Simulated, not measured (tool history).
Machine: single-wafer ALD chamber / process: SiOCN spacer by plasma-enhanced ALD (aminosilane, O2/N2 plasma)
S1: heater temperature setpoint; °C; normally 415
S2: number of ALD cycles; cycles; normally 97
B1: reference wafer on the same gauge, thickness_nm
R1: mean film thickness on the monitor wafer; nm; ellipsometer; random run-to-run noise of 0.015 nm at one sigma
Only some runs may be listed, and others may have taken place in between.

run    hour   S1   S2     B1     R1
  1       0  415   97  4.142  5.048
  2      50  415   97   4.14  5.053
  3   149.5  415   97  4.139   5.05
  4   249.2  409   97   4.14  5.129
  5   353.5  409   97  4.141  5.139
  6   421.2  409   97  4.139  5.121
  7   612.9  415   97  4.141  5.007
  8     692  415   97  4.139  5.018
  9   731.8  415   97   4.14  5.011
      750.8  -- thermocouple changed; heater temperature recalibrated
 10   770.7  415   97  4.141  5.041
 11   860.5  415   84  4.139  4.394
 12   919.2  415   84  4.138  4.389
 13   973.5  415   97  4.139  5.089
 14  1053.9  408   82  4.139  4.395
     1066.6  -- gauge calibrated
 15  1125.9  427  104  4.141  5.189
 16  1212.7  404   97  4.139  5.194
 17  1291.9  415   97  4.141   5.03
 18  1340.7  408   84  4.139  4.472
 19  1402.5  401   81  4.141  4.377
 20  1463.3  415   97   4.14  5.011
 21  1567.4  427   90   4.14  4.475
 22  1663.2  424  102  4.142  5.142
 23  1762.9  411  113  4.139  5.901
 24  1961.3  409   97  4.141  5.096

What if the next run were any one of these 5? Each begins from the tool's condition after run 24:
  A  1961.9  415   97   ?   ?
  B  1961.9  427  109   ?   ?
  C  1961.9  425  102   ?   ?
  D  1961.9  406   87   ?   ?
  E  1961.9  404  113   ?   ?

run     B1     R1
  A  4.142  5.011
  B  4.142  5.423
  C  4.142  5.107
  D  4.142  4.619
  E  4.142  6.036
Without the tool's hidden state the same runs would have given:
run     R1
  A  5.059
  B  5.477
  C  5.157
  D  4.662
  E  6.092
